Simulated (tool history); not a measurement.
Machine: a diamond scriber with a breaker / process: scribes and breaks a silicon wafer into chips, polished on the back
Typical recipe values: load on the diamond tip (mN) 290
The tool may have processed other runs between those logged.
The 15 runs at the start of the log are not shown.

| run | hour | load on the diamond tip (mN) | incoming depth of the damage left on the back of the incoming wafer, um | depth of the median crack under the scribed line (nm) | chips rejected at inspection after the break (%) |
|---|---|---|---|---|---|
| 16 | 372.7 | 369 | 0.04 | 10840 | 6.12 |
| 17 | 393.2 | 253 | 0.02 | 8110 | 7.26 |
| 18 | 470 | 340 | 0.01 | 9890 | 1.02 |
| 19 | 492 | 290 | 0.05 | 8780 | 2.34 |
| 20 | 507.7 | 230 | 0.05 | 7180 | 19.54 |
| 21 | 520.5 | 345 | 0.04 | 9840 | 0.88 |
|  | 590.9 | load on the tip recalibrated |
| 22 | 621.1 | 369 | 0.03 | 10130 | 1.31 |
| 23 | 648.7 | 359 | 0.02 | 9820 | 0.62 |

Estimate the outcome of run 24 from the log above:
| 24 | 663.7 | 210 | 0.03 | ? | ? |

{"run 24": {"depth of the median crack under the scribed line (nm)": 6480, "chips rejected at inspection after the break (%)": 35.66}}
With the hidden condition absent and the run-to-run variation left alone, this run would have shown depth of the median crack under the scribed line (nm) 7480, chips rejected at inspection after the break (%) 17.42.
